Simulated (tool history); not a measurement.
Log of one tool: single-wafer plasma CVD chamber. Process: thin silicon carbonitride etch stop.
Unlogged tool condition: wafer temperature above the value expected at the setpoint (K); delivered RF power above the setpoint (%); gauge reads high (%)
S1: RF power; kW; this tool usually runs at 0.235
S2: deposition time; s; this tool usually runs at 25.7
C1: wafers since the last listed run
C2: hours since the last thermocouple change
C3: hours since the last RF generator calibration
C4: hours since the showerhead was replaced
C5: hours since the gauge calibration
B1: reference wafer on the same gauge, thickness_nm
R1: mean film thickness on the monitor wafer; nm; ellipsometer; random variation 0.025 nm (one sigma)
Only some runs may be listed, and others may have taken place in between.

run	hour	S1	S2	C1	C2	C3	C4	C5	B1	R1
1	0	0.235	29.8	0	2193.2	2497.4	5215.8	282.5	19.189	19.274
# hour 11.1: gauge calibrated
2	30.1	0.235	25.7	737	2223.3	2527.5	5245.9	19	19.033	16.486
3	57.5	0.235	25.7	671	2250.7	2554.9	5273.3	46.4	19.078	16.561
4	90.9	0.235	25.7	818	2284.1	2588.3	5306.7	79.8	19.126	16.554
5	121.9	0.235	25.7	759	2315.1	2619.3	5337.7	110.8	19.145	16.594
6	137	0.235	25.7	369	2330.2	2634.4	5352.8	125.9	19.164	16.619
# hour 152.3: thermocouple changed; heater temperature recalibrated
7	162.9	0.235	25.7	438	10.6	2660.3	5378.7	151.8	19.172	16.635
# hour 183.6: showerhead replaced
8	197	0.235	25.7	639	44.7	2694.4	13.4	185.9	19.192	16.634
9	220.1	0.215	27.5	565	67.8	2717.5	36.5	209	19.196	17.516
# hour 230.5: RF generator calibrated
10	281.8	0.2	21.6	1315	129.5	51.3	98.2	270.7	19.204	13.576
# hour 298.3: gauge calibrated
11	315.5	0.235	25.7	825	163.2	85	131.9	17.2	19.029	16.486
12	343.8	0.205	23.1	693	191.5	113.3	160.2	45.5	19.076	14.475
13	371.3	0.2	25.7	673	219	140.8	187.7	73	19.098	16.075
14	404	0.19	21.4	801	251.7	173.5	220.4	105.7	19.129	13.263
15	430.6	0.265	30	651	278.3	200.1	247	132.3	19.133	19.943

5 options for the next run, each taken on its own from the tool as it stands now. Forecast them:
A	431	0.28	25.7	9	278.7	200.5	247.4	132.7	?	?
B	431	0.2	28.9	9	278.7	200.5	247.4	132.7	?	?
C	431	0.25	27.7	9	278.7	200.5	247.4	132.7	?	?
D	431	0.205	28.9	9	278.7	200.5	247.4	132.7	?	?
E	431	0.21	28.2	9	278.7	200.5	247.4	132.7	?	?

run	B1	R1
A	19.152	17.224
B	19.152	18.117
C	19.152	18.136
D	19.152	18.201
E	19.152	17.842
Stripped of hidden state, with their random variation kept, the same runs would have yielded:
run	R1
A	17.09
B	17.976
C	17.995
D	18.06
E	17.703
